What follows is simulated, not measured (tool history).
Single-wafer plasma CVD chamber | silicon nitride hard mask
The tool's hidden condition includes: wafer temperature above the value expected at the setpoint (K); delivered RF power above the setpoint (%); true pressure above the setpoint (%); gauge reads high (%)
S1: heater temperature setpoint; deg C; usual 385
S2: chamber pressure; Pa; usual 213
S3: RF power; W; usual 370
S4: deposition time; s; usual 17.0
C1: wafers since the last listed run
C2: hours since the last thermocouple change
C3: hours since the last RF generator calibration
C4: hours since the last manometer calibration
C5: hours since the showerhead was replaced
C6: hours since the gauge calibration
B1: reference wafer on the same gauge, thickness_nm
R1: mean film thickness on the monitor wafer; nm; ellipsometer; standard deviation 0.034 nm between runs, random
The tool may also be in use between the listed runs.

{"run": 1, "hour": 0.0, "S1": 390, "S2": 213, "S3": 370, "S4": 17.0, "C1": 0, "C2": 2480.6, "C3": 732.8, "C4": 1866.5, "C5": 26.7, "C6": 202.4, "B1": 23.206, "R1": 18.293}
{"run": 2, "hour": 13.0, "S1": 390, "S2": 213, "S3": 370, "S4": 17.0, "C1": 466, "C2": 2493.6, "C3": 745.8, "C4": 1879.5, "C5": 39.7, "C6": 215.4, "B1": 23.202, "R1": 18.235}
{"run": 3, "hour": 28.5, "S1": 385, "S2": 249, "S3": 370, "S4": 14.7, "C1": 555, "C2": 2509.1, "C3": 761.3, "C4": 1895.0, "C5": 55.2, "C6": 230.9, "B1": 23.199, "R1": 16.722}
{"run": 4, "hour": 37.7, "S1": 385, "S2": 249, "S3": 370, "S4": 14.7, "C1": 329, "C2": 2518.3, "C3": 770.5, "C4": 1904.2, "C5": 64.4, "C6": 240.1, "B1": 23.214, "R1": 16.745}
{"hour": 52.8, "done": "thermocouple changed; heater temperature recalibrated"}
{"run": 5, "hour": 54.9, "S1": 385, "S2": 255, "S3": 405, "S4": 14.1, "C1": 329, "C2": 2.1, "C3": 787.7, "C4": 1921.4, "C5": 81.6, "C6": 257.3, "B1": 23.198, "R1": 17.293}
{"run": 6, "hour": 65.0, "S1": 385, "S2": 213, "S3": 370, "S4": 17.0, "C1": 362, "C2": 12.2, "C3": 797.8, "C4": 1931.5, "C5": 91.7, "C6": 267.4, "B1": 23.197, "R1": 18.326}
{"run": 7, "hour": 78.3, "S1": 379, "S2": 175, "S3": 350, "S4": 19.9, "C1": 476, "C2": 25.5, "C3": 811.1, "C4": 1944.8, "C5": 105.0, "C6": 280.7, "B1": 23.199, "R1": 19.03}
{"run": 8, "hour": 91.8, "S1": 385, "S2": 196, "S3": 370, "S4": 19.7, "C1": 484, "C2": 39.0, "C3": 824.6, "C4": 1958.3, "C5": 118.5, "C6": 294.2, "B1": 23.198, "R1": 20.571}
{"run": 9, "hour": 102.6, "S1": 392, "S2": 173, "S3": 435, "S4": 18.3, "C1": 387, "C2": 49.8, "C3": 835.4, "C4": 1969.1, "C5": 129.3, "C6": 305.0, "B1": 23.202, "R1": 20.407}
{"run": 10, "hour": 120.3, "S1": 375, "S2": 251, "S3": 340, "S4": 18.3, "C1": 634, "C2": 67.5, "C3": 853.1, "C4": 1986.8, "C5": 147.0, "C6": 322.7, "B1": 23.2, "R1": 19.456}
{"hour": 131.0, "done": "RF generator calibrated"}
{"run": 11, "hour": 131.5, "S1": 385, "S2": 191, "S3": 370, "S4": 17.0, "C1": 114, "C2": 78.7, "C3": 0.5, "C4": 1998.0, "C5": 158.2, "C6": 333.9, "B1": 23.207, "R1": 18.073}
{"hour": 136.6, "done": "gauge calibrated"}
{"run": 12, "hour": 143.5, "S1": 385, "S2": 213, "S3": 370, "S4": 17.0, "C1": 430, "C2": 90.7, "C3": 12.5, "C4": 2010.0, "C5": 170.2, "C6": 6.9, "B1": 23.206, "R1": 18.777}
{"run": 13, "hour": 151.6, "S1": 392, "S2": 193, "S3": 370, "S4": 15.8, "C1": 290, "C2": 98.8, "C3": 20.6, "C4": 2018.1, "C5": 178.3, "C6": 15.0, "B1": 23.192, "R1": 16.794}
{"hour": 181.5, "done": "capacitance manometer re-zeroed and calibrated"}
{"run": 14, "hour": 182.0, "S1": 385, "S2": 213, "S3": 370, "S4": 17.0, "C1": 803, "C2": 129.2, "C3": 51.0, "C4": 0.5, "C5": 208.7, "C6": 45.4, "B1": 23.215, "R1": 19.191}
{"run": 15, "hour": 190.3, "S1": 385, "S2": 256, "S3": 370, "S4": 17.0, "C1": 297, "C2": 137.5, "C3": 59.3, "C4": 8.8, "C5": 217.0, "C6": 53.7, "B1": 23.199, "R1": 20.368}
{"run": 16, "hour": 207.8, "S1": 385, "S2": 265, "S3": 370, "S4": 15.9, "C1": 627, "C2": 155.0, "C3": 76.8, "C4": 26.3, "C5": 234.5, "C6": 71.2, "B1": 23.198, "R1": 19.212}
{"run": 17, "hour": 221.4, "S1": 393, "S2": 237, "S3": 425, "S4": 19.1, "C1": 487, "C2": 168.6, "C3": 90.4, "C4": 39.9, "C5": 248.1, "C6": 84.8, "B1": 23.211, "R1": 24.509}
{"run": 18, "hour": 229.1, "S1": 370, "S2": 213, "S3": 425, "S4": 15.0, "C1": 276, "C2": 176.3, "C3": 98.1, "C4": 47.6, "C5": 255.8, "C6": 92.5, "B1": 23.198, "R1": 18.718}
{"run": 19, "hour": 237.5, "S1": 385, "S2": 256, "S3": 370, "S4": 17.0, "C1": 301, "C2": 184.7, "C3": 106.5, "C4": 56.0, "C5": 264.2, "C6": 100.9, "B1": 23.197, "R1": 20.247}
{"run": 20, "hour": 255.3, "S1": 389, "S2": 171, "S3": 335, "S4": 19.2, "C1": 638, "C2": 202.5, "C3": 124.3, "C4": 73.8, "C5": 282.0, "C6": 118.7, "B1": 23.209, "R1": 18.14}
{"run": 21, "hour": 271.9, "S1": 385, "S2": 213, "S3": 335, "S4": 17.0, "C1": 595, "C2": 219.1, "C3": 140.9, "C4": 90.4, "C5": 298.6, "C6": 135.3, "B1": 23.203, "R1": 17.458}
{"run": 22, "hour": 283.6, "S1": 385, "S2": 192, "S3": 370, "S4": 18.5, "C1": 419, "C2": 230.8, "C3": 152.6, "C4": 102.1, "C5": 310.3, "C6": 147.0, "B1": 23.199, "R1": 19.827}
{"run": 23, "hour": 290.7, "S1": 372, "S2": 173, "S3": 330, "S4": 18.0, "C1": 254, "C2": 237.9, "C3": 159.7, "C4": 109.2, "C5": 317.4, "C6": 154.1, "B1": 23.197, "R1": 16.909}
{"run": 24, "hour": 306.1, "S1": 385, "S2": 213, "S3": 370, "S4": 20.3, "C1": 552, "C2": 253.3, "C3": 175.1, "C4": 124.6, "C5": 332.8, "C6": 169.5, "B1": 23.197, "R1": 22.532}
{"run": 25, "hour": 314.6, "S1": 385, "S2": 244, "S3": 370, "S4": 18.7, "C1": 304, "C2": 261.8, "C3": 183.6, "C4": 133.1, "C5": 341.3, "C6": 178.0, "B1": 23.2, "R1": 21.732}
{"run": 26, "hour": 330.7, "S1": 385, "S2": 213, "S3": 370, "S4": 17.0, "C1": 577, "C2": 277.9, "C3": 199.7, "C4": 149.2, "C5": 357.4, "C6": 194.1, "B1": 23.197, "R1": 18.792}
{"run": 27, "hour": 339.2, "S1": 385, "S2": 213, "S3": 370, "S4": 17.0, "C1": 304, "C2": 286.4, "C3": 208.2, "C4": 157.7, "C5": 365.9, "C6": 202.6, "B1": 23.202, "R1": 18.849}
{"run": 28, "hour": 352.6, "S1": 385, "S2": 171, "S3": 370, "S4": 17.0, "C1": 480, "C2": 299.8, "C3": 221.6, "C4": 171.1, "C5": 379.3, "C6": 216.0, "B1": 23.203, "R1": 17.316}

Each run again, without the hidden state but with its own random variation kept:
run=1 R1=19.367
run=2 R1=19.310
run=3 R1=17.690
run=4 R1=17.716
run=5 R1=18.251
run=6 R1=19.418
run=7 R1=20.212
run=8 R1=21.824
run=9 R1=21.629
run=10 R1=20.631
run=11 R1=18.632
run=12 R1=19.353
run=13 R1=17.343
run=14 R1=19.452
run=15 R1=20.652
run=16 R1=19.520
run=17 R1=24.933
run=18 R1=19.063
run=19 R1=20.640
run=20 R1=18.566
run=21 R1=17.887
run=22 R1=20.332
run=23 R1=17.371
run=24 R1=23.148
run=25 R1=22.334
run=26 R1=19.349
run=27 R1=19.422
run=28 R1=17.879

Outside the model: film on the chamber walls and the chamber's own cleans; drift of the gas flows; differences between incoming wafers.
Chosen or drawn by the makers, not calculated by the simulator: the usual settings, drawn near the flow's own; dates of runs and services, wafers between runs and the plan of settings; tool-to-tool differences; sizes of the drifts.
